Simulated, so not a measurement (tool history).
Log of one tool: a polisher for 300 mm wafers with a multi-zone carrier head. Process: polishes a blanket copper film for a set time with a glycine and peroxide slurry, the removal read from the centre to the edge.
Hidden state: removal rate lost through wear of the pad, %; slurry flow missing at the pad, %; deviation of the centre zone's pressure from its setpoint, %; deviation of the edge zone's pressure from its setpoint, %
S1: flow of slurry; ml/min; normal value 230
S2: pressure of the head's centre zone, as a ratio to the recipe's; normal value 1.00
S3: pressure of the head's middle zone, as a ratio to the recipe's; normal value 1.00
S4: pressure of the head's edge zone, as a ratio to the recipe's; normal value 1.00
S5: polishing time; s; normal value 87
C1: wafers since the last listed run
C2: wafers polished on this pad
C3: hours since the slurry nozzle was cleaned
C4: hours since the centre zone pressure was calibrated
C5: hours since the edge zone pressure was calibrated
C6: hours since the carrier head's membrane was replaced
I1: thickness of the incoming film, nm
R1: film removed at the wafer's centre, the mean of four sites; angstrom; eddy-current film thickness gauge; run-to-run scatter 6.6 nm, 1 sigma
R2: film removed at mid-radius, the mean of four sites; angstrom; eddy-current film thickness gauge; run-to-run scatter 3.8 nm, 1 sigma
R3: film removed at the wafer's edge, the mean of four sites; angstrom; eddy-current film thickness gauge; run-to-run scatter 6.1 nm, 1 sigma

run 1 hour=0.0 | S1=230 S2=1.00 S3=1.00 S4=1.00 S5=87 | C1=0 C2=598 C3=804.1 C4=533.9 C5=1228.4 C6=868.7 | I1=2247.7 | R1=4914 R2=5116 R3=5030
-- hour=10.6 worn pad replaced by a new one
run 2 hour=11.9 | S1=230 S2=1.00 S3=1.00 S4=1.00 S5=87 | C1=60 C2=10 C3=816.0 C4=545.8 C5=1240.3 C6=880.6 | I1=2207.6 | R1=5364 R2=5591 R3=5592
run 3 hour=18.1 | S1=230 S2=1.00 S3=1.00 S4=1.00 S5=87 | C1=47 C2=57 C3=822.2 C4=552.0 C5=1246.5 C6=886.8 | I1=2191.9 | R1=5488 R2=5566 R3=5468
run 4 hour=26.3 | S1=230 S2=1.00 S3=1.00 S4=0.97 S5=87 | C1=62 C2=120 C3=830.4 C4=560.2 C5=1254.7 C6=895.0 | I1=2199.0 | R1=5358 R2=5477 R3=5381
run 5 hour=36.4 | S1=230 S2=1.00 S3=1.00 S4=0.92 S5=105 | C1=77 C2=198 C3=840.5 C4=570.3 C5=1264.8 C6=905.1 | I1=2232.2 | R1=6414 R2=6515 R3=6336
run 6 hour=43.4 | S1=230 S2=1.00 S3=1.00 S4=0.92 S5=105 | C1=53 C2=251 C3=847.5 C4=577.3 C5=1271.8 C6=912.1 | I1=2245.0 | R1=6396 R2=6529 R3=6181
run 7 hour=53.8 | S1=230 S2=1.00 S3=1.00 S4=1.00 S5=87 | C1=79 C2=331 C3=857.9 C4=587.7 C5=1282.2 C6=922.5 | I1=2253.0 | R1=5185 R2=5274 R3=5289
-- hour=65.8 centre zone pressure recalibrated
run 8 hour=68.1 | S1=230 S2=1.00 S3=1.00 S4=1.08 S5=87 | C1=94 C2=425 C3=872.2 C4=2.3 C5=1296.5 C6=936.8 | I1=2218.6 | R1=5129 R2=5262 R3=5417
-- hour=81.3 worn pad replaced by a new one
run 9 hour=84.3 | S1=230 S2=1.00 S3=1.00 S4=0.92 S5=105 | C1=93 C2=22 C3=888.4 C4=18.5 C5=1312.7 C6=953.0 | I1=2222.4 | R1=6599 R2=6727 R3=6449
-- hour=90.8 slurry nozzle cleaned
run 10 hour=92.2 | S1=260 S2=1.00 S3=1.07 S4=1.00 S5=69 | C1=52 C2=75 C3=1.4 C4=26.4 C5=1320.6 C6=960.9 | I1=2187.9 | R1=4379 R2=4674 R3=4334
run 11 hour=109.1 | S1=230 S2=1.00 S3=1.00 S4=1.00 S5=87 | C1=129 C2=205 C3=18.3 C4=43.3 C5=1337.5 C6=977.8 | I1=2171.3 | R1=5274 R2=5457 R3=5360
-- hour=117.4 carrier head's membrane replaced by a new one
run 12 hour=122.1 | S1=230 S2=1.00 S3=0.93 S4=1.00 S5=57 | C1=61 C2=266 C3=31.3 C4=56.3 C5=1350.5 C6=4.7 | I1=2232.8 | R1=3410 R2=3340 R3=3411
run 13 hour=139.3 | S1=230 S2=1.04 S3=1.00 S4=1.08 S5=116 | C1=131 C2=398 C3=48.5 C4=73.5 C5=1367.7 C6=21.9 | I1=2205.3 | R1=6951 R2=7028 R3=7178
run 14 hour=149.2 | S1=230 S2=1.00 S3=1.00 S4=1.00 S5=100 | C1=75 C2=474 C3=58.4 C4=83.4 C5=1377.6 C6=31.8 | I1=2256.6 | R1=5865 R2=6015 R3=5871
-- hour=161.0 worn pad replaced by a new one
run 15 hour=161.5 | S1=275 S2=1.00 S3=1.00 S4=1.00 S5=76 | C1=63 C2=3 C3=70.7 C4=95.7 C5=1389.9 C6=44.1 | I1=2225.4 | R1=4774 R2=4896 R3=4789
-- hour=172.1 edge zone pressure recalibrated
run 16 hour=172.6 | S1=230 S2=1.04 S3=1.00 S4=0.92 S5=87 | C1=69 C2=73 C3=81.8 C4=106.8 C5=0.5 C6=55.2 | I1=2212.7 | R1=5516 R2=5408 R3=5192
run 17 hour=189.2 | S1=200 S2=1.09 S3=1.00 S4=1.00 S5=68 | C1=127 C2=201 C3=98.4 C4=123.4 C5=17.1 C6=71.8 | I1=2220.0 | R1=4329 R2=4113 R3=4026
run 18 hour=201.8 | S1=230 S2=1.00 S3=1.00 S4=1.11 S5=67 | C1=96 C2=297 C3=111.0 C4=136.0 C5=29.7 C6=84.4 | I1=2217.8 | R1=3931 R2=4101 R3=4268
run 19 hour=218.6 | S1=230 S2=1.00 S3=1.00 S4=1.00 S5=87 | C1=128 C2=426 C3=127.8 C4=152.8 C5=46.5 C6=101.2 | I1=2176.8 | R1=5085 R2=5163 R3=5114
run 20 hour=231.2 | S1=200 S2=1.11 S3=0.96 S4=1.00 S5=87 | C1=96 C2=523 C3=140.4 C4=165.4 C5=59.1 C6=113.8 | I1=2194.7 | R1=5545 R2=4854 R3=5102
-- hour=239.1 worn pad replaced by a new one
run 21 hour=247.1 | S1=230 S2=1.00 S3=0.88 S4=1.00 S5=87 | C1=91 C2=61 C3=156.3 C4=181.3 C5=75.0 C6=129.7 | I1=2232.7 | R1=5422 R2=5096 R3=5452
run 22 hour=255.8 | S1=230 S2=1.06 S3=1.00 S4=1.00 S5=97 | C1=66 C2=128 C3=165.0 C4=190.0 C5=83.7 C6=138.4 | I1=2201.7 | R1=6333 R2=6144 R3=6140

Forecast each of these 4 alternatives for the next run:
run A hour=256.2 | S1=230 S2=1.00 S3=1.00 S4=1.00 S5=87 | C1=3 C2=131 C3=165.4 C4=190.4 C5=84.1 C6=138.8 | I1=2201.9 | R1=? R2=? R3=?
run B hour=256.2 | S1=230 S2=1.05 S3=1.00 S4=1.00 S5=72 | C1=3 C2=131 C3=165.4 C4=190.4 C5=84.1 C6=138.8 | I1=2201.9 | R1=? R2=? R3=?
run C hour=256.2 | S1=230 S2=1.10 S3=1.00 S4=1.00 S5=87 | C1=3 C2=131 C3=165.4 C4=190.4 C5=84.1 C6=138.8 | I1=2201.9 | R1=? R2=? R3=?
run D hour=256.2 | S1=230 S2=1.00 S3=1.00 S4=1.00 S5=106 | C1=3 C2=131 C3=165.4 C4=190.4 C5=84.1 C6=138.8 | I1=2201.9 | R1=? R2=? R3=?

run=A R1=5410 R2=5537 R3=5432
run=B R1=4703 R2=4581 R3=4495
run=C R1=5955 R2=5534 R3=5432
run=D R1=6592 R2=6746 R3=6618
With the hidden condition removed and each run's random variation left untouched, the same runs would have given:
run=A R1=5531 R2=5660 R3=5553
run=B R1=4808 R2=4683 R3=4596
run=C R1=6088 R2=5657 R3=5553
run=D R1=6739 R2=6896 R3=6766
